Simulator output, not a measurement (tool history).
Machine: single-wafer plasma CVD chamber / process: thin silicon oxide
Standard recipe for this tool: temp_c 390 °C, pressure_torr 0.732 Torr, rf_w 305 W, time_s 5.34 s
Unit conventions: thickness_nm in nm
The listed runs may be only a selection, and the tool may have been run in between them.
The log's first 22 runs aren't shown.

run,hour,temp_c,pressure_torr,rf_w,time_s,wafers since the last listed run,hours since the last thermocouple change,hours since the last RF generator calibration,hours since the last manometer calibration,hours since the showerhead was replaced,hours since the gauge calibration,"read-back reference wafer on the same gauge, thickness_nm",thickness_nm
23,277.2,390,0.591,305,5.81,677,147.4,35.1,220.3,199.7,193.5,7.739,8.359
24,286.4,380,0.835,250,5.34,461,156.6,44.3,229.5,208.9,202.7,7.736,9.506
25,301.1,378,0.732,270,5.34,737,171.3,59.0,244.2,223.6,217.4,7.739,8.849
26,313.3,385,0.797,250,5.94,611,183.5,71.2,256.4,235.8,229.6,7.740,10.173
27,319.7,390,0.795,340,6.22,320,189.9,77.6,262.8,242.2,236.0,7.739,11.911
28,328.6,390,0.786,335,5.34,446,198.8,86.5,271.7,251.1,244.9,7.745,10.111
29,339.7,397,0.732,305,4.33,556,209.9,97.6,282.8,262.2,256.0,7.743,7.450
30,349.2,395,0.621,335,6.05,476,219.4,107.1,292.3,271.7,265.5,7.733,9.414

Each row is a separate what-if for the run after 30, all from the same tool condition, not one after another. Results?
A,349.6,390,0.866,305,5.34,20,219.8,107.5,292.7,272.1,265.9,?,?
B,349.6,390,0.732,280,4.99,20,219.8,107.5,292.7,272.1,265.9,?,?
C,349.6,377,0.648,305,4.68,20,219.8,107.5,292.7,272.1,265.9,?,?

run,"read-back reference wafer on the same gauge, thickness_nm",thickness_nm
A,7.746,10.548
B,7.746,8.338
C,7.746,7.368
Without the tool's unlogged condition, the same runs would have read:
run,thickness_nm
A,10.548
B,8.338
C,7.368

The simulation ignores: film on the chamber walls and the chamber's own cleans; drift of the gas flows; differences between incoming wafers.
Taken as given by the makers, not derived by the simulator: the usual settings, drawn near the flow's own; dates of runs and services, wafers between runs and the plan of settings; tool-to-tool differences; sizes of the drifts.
